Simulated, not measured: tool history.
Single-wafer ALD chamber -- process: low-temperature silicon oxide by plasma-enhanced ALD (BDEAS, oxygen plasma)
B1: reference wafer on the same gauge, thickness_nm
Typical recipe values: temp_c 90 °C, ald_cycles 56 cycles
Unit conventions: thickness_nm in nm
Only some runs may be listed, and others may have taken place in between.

{"run": 1, "hour": 0.0, "temp_c": 82, "ald_cycles": 56, "B1": 6.38, "thickness_nm": 8.05}
{"run": 2, "hour": 41.5, "temp_c": 82, "ald_cycles": 56, "B1": 6.383, "thickness_nm": 8.046}
{"run": 3, "hour": 105.4, "temp_c": 82, "ald_cycles": 56, "B1": 6.38, "thickness_nm": 8.038}
{"run": 4, "hour": 130.1, "temp_c": 86, "ald_cycles": 64, "B1": 6.384, "thickness_nm": 9.108}
{"run": 5, "hour": 163.5, "temp_c": 86, "ald_cycles": 64, "B1": 6.381, "thickness_nm": 9.066}
{"run": 6, "hour": 228.2, "temp_c": 90, "ald_cycles": 56, "B1": 6.378, "thickness_nm": 7.781}
{"run": 7, "hour": 278.6, "temp_c": 90, "ald_cycles": 56, "B1": 6.384, "thickness_nm": 7.791}
{"run": 8, "hour": 345.6, "temp_c": 90, "ald_cycles": 56, "B1": 6.382, "thickness_nm": 7.776}
{"run": 9, "hour": 402.0, "temp_c": 90, "ald_cycles": 56, "B1": 6.382, "thickness_nm": 7.757}
{"run": 10, "hour": 461.1, "temp_c": 90, "ald_cycles": 56, "B1": 6.384, "thickness_nm": 7.74}
{"run": 11, "hour": 492.8, "temp_c": 90, "ald_cycles": 56, "B1": 6.382, "thickness_nm": 7.769}
{"hour": 496.6, "done": "gauge calibrated"}
{"run": 12, "hour": 539.0, "temp_c": 90, "ald_cycles": 56, "B1": 6.383, "thickness_nm": 7.789}
{"hour": 554.4, "done": "thermocouple changed; heater temperature recalibrated"}
{"run": 13, "hour": 600.8, "temp_c": 90, "ald_cycles": 56, "B1": 6.378, "thickness_nm": 7.907}
{"run": 14, "hour": 664.6, "temp_c": 90, "ald_cycles": 59, "B1": 6.382, "thickness_nm": 8.312}
{"run": 15, "hour": 688.8, "temp_c": 90, "ald_cycles": 56, "B1": 6.383, "thickness_nm": 7.898}
{"run": 16, "hour": 756.9, "temp_c": 90, "ald_cycles": 60, "B1": 6.379, "thickness_nm": 8.411}
{"run": 17, "hour": 784.0, "temp_c": 90, "ald_cycles": 60, "B1": 6.382, "thickness_nm": 8.466}
{"run": 18, "hour": 812.8, "temp_c": 98, "ald_cycles": 61, "B1": 6.379, "thickness_nm": 8.301}
{"run": 19, "hour": 847.1, "temp_c": 103, "ald_cycles": 52, "B1": 6.382, "thickness_nm": 7.008}
{"run": 20, "hour": 876.1, "temp_c": 98, "ald_cycles": 47, "B1": 6.381, "thickness_nm": 6.382}
{"run": 21, "hour": 906.6, "temp_c": 90, "ald_cycles": 56, "B1": 6.379, "thickness_nm": 7.841}
{"run": 22, "hour": 939.6, "temp_c": 105, "ald_cycles": 45, "B1": 6.378, "thickness_nm": 6.044}
{"run": 23, "hour": 968.6, "temp_c": 85, "ald_cycles": 66, "B1": 6.377, "thickness_nm": 9.421}
{"run": 24, "hour": 1002.0, "temp_c": 90, "ald_cycles": 56, "B1": 6.381, "thickness_nm": 7.814}
{"run": 25, "hour": 1032.2, "temp_c": 102, "ald_cycles": 64, "B1": 6.384, "thickness_nm": 8.611}
{"run": 26, "hour": 1086.5, "temp_c": 98, "ald_cycles": 61, "B1": 6.381, "thickness_nm": 8.286}
{"run": 27, "hour": 1114.0, "temp_c": 95, "ald_cycles": 63, "B1": 6.381, "thickness_nm": 8.641}
{"run": 28, "hour": 1153.0, "temp_c": 90, "ald_cycles": 56, "B1": 6.377, "thickness_nm": 7.797}
{"run": 29, "hour": 1221.3, "temp_c": 90, "ald_cycles": 65, "B1": 6.374, "thickness_nm": 9.059}
{"run": 30, "hour": 1274.1, "temp_c": 81, "ald_cycles": 66, "B1": 6.381, "thickness_nm": 9.527}
{"run": 31, "hour": 1319.1, "temp_c": 90, "ald_cycles": 56, "B1": 6.379, "thickness_nm": 7.803}
{"run": 32, "hour": 1390.0, "temp_c": 90, "ald_cycles": 56, "B1": 6.38, "thickness_nm": 7.787}
{"run": 33, "hour": 1437.6, "temp_c": 90, "ald_cycles": 45, "B1": 6.385, "thickness_nm": 6.254}
{"run": 34, "hour": 1467.9, "temp_c": 90, "ald_cycles": 53, "B1": 6.381, "thickness_nm": 7.338}
{"run": 35, "hour": 1497.9, "temp_c": 99, "ald_cycles": 46, "B1": 6.381, "thickness_nm": 6.217}

What the log doesn't show, run by run:
gauge reads high (%): 0 at every run
H1: wafer temperature above the value expected at the setpoint (K)
run=1 H1=2.02
run=2 H1=2.19
run=3 H1=2.45
run=4 H1=2.56
run=5 H1=2.7
run=6 H1=2.96
run=7 H1=3.17
run=8 H1=3.45
run=9 H1=3.69
run=10 H1=3.93
run=11 H1=4.06
run=12 H1=4.26
run=13 H1=-0.35
run=14 H1=-0.0847
run=15 H1=0.0158
run=16 H1=0.299
run=17 H1=0.411
run=18 H1=0.531
run=19 H1=0.673
run=20 H1=0.794
run=21 H1=0.92
run=22 H1=1.06
run=23 H1=1.18
run=24 H1=1.32
run=25 H1=1.44
run=26 H1=1.67
run=27 H1=1.78
run=28 H1=1.94
run=29 H1=2.23
run=30 H1=2.45
run=31 H1=2.63
run=32 H1=2.93
run=33 H1=3.13
run=34 H1=3.25
run=35 H1=3.38

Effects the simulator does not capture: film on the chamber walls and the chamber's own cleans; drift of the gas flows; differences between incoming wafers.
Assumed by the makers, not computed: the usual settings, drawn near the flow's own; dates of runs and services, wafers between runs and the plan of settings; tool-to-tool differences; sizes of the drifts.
